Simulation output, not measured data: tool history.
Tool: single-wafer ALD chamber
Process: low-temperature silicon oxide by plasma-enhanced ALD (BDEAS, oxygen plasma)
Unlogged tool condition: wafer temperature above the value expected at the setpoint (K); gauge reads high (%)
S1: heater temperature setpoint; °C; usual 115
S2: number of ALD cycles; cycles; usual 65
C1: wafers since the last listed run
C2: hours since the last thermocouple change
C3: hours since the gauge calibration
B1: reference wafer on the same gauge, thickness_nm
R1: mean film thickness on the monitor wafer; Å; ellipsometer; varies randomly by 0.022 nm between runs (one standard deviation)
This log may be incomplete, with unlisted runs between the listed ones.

run	hour	S1	S2	C1	C2	C3	B1	R1
1	0	119	68	0	1908.5	223.3	10.576	92.46
2	15.1	115	65	66	1923.6	238.4	10.579	88.49
3	36	115	65	91	1944.5	259.3	10.558	88.73
4	69.1	115	65	144	1977.6	292.4	10.574	88.95
5	91.6	115	65	98	2000.1	314.9	10.563	88.57
6	175.7	115	65	368	2084.2	399	10.59	89.04
7	190.5	115	65	64	2099	413.8	10.561	88.92
8	209	115	60	80	2117.5	432.3	10.571	82.23
9	242.2	115	60	145	2150.7	465.5	10.564	82.11
10	271.5	115	60	128	2180	494.8	10.572	82.02
11	286.3	122	65	64	2194.8	509.6	10.575	87.56
12	302.2	122	65	69	2210.7	525.5	10.576	87.67
13	317.6	122	65	67	2226.1	540.9	10.576	87.73
14	352.1	115	65	151	2260.6	575.4	10.572	89.03
15	364.4	115	65	53	2272.9	587.7	10.573	88.69
16	468.4	115	65	455	2376.9	691.7	10.573	88.78
17	492.4	115	73	105	2400.9	715.7	10.559	99.87
18	513.4	106	65	91	2421.9	736.7	10.572	90.55
# hour 527.3: gauge calibrated
19	530.7	106	65	75	2439.2	3.4	10.577	90.35
20	561.2	106	65	133	2469.7	33.9	10.58	90.38
21	587.5	106	60	115	2496	60.2	10.569	83.5
# hour 600.2: thermocouple changed; heater temperature recalibrated
22	616.8	115	65	93	16.6	89.5	10.578	89.13
23	645.3	115	65	124	45.1	118	10.561	88.58
24	678.9	120	71	147	78.7	151.6	10.569	96.01
25	703.4	115	65	107	103.2	176.1	10.573	89.27
26	737.6	103	56	149	137.4	210.3	10.576	78.55
27	764.4	115	65	117	164.2	237.1	10.57	88.95
28	798.2	120	65	147	198	270.9	10.582	87.84
29	814.9	124	65	73	214.7	287.6	10.566	87.4
30	832.7	115	75	77	232.5	305.4	10.558	102.49
31	848.5	105	74	69	248.3	321.2	10.571	103.23
32	864.8	104	60	71	264.6	337.5	10.57	83.89
33	877.4	103	74	55	277.2	350.1	10.555	103.62
34	909.9	115	65	142	309.7	382.6	10.577	89.09
35	926.3	111	53	71	326.1	399	10.563	73.24
36	967.9	104	72	182	367.7	440.6	10.567	101
37	981.7	120	76	60	381.5	454.4	10.569	103.21
38	1025.1	115	65	190	424.9	497.8	10.578	89.24
39	1056.1	115	54	135	455.9	528.8	10.56	74.03
40	1071.8	109	70	68	471.6	544.5	10.581	97.6
41	1098.5	115	78	116	498.3	571.2	10.571	106.72

Consider 5 possible next runs. They are alternatives, not a sequence: every one starts from the tool as it was left by run 41. What does each give?
A	1099	121	65	2	498.8	571.7	?	?
B	1099	115	58	2	498.8	571.7	?	?
C	1099	125	55	2	498.8	571.7	?	?
D	1099	107	71	2	498.8	571.7	?	?
E	1099	104	74	2	498.8	571.7	?	?

run	B1	R1
A	10.564	87.83
B	10.564	79.36
C	10.564	73.69
D	10.564	98.78
E	10.564	103.58
Without the tool's unlogged condition, the same runs would have read:
run	R1
A	87.83
B	79.36
C	73.69
D	98.78
E	103.58

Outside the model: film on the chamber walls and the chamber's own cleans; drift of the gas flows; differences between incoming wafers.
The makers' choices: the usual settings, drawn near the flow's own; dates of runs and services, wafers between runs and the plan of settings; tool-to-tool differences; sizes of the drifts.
